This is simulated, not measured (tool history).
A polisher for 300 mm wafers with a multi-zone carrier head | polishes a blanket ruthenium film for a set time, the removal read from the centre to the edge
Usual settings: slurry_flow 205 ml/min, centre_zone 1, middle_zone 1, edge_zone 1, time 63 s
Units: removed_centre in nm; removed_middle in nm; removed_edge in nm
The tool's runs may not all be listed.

run,hour,slurry_flow,centre_zone,middle_zone,edge_zone,time,"incoming thickness of the incoming film, nm",removed_centre,removed_middle,removed_edge
1,0,205,1,1,1,63,250.5,70.7,74.5,76.1
2,20.9,205,1,1,1,63,248.1,69.8,74.2,75.4
3,50,205,1,1,1,63,248.4,70.1,74.9,75.6
# hour 81.3: worn pad replaced by a new one
4,132.8,205,1,1,1,63,252.7,69.2,73.8,74.6
5,153.2,205,1,1,1,63,253,69.5,73.7,75.4
# hour 158.8: edge zone pressure recalibrated
6,172.7,205,1,1,1,63,248.1,68.4,73.2,74.6
7,195.1,205,1,1,0.92,63,244.8,68.4,73.2,72.4
# hour 252.5: worn pad replaced by a new one
# hour 285.3: centre zone pressure recalibrated
8,289.1,205,1,1,0.92,63,252.4,75.1,72.6,71.6
9,315.9,205,1,1,1,63,250.1,73.6,71.2,75.4
10,344.2,205,1,1,1,63,246.6,71.2,72.4,74.8
# hour 402.9: slurry nozzle cleaned
# hour 412.2: worn pad replaced by a new one
# hour 433.2: carrier head's membrane replaced by a new one
11,433.7,205,1,1,1,63,250.1,71.3,73.2,74.7

Forecast run 12:
12,456.7,205,1,1.09,1,63,246.6,?,?,?

{"run 12": {"removed_centre": 70.8, "removed_middle": 78.3, "removed_edge": 74.9}}
Without the tool's hidden state the same run would have given removed_centre 76.1 nm, removed_middle 79 nm, removed_edge 75.5 nm.
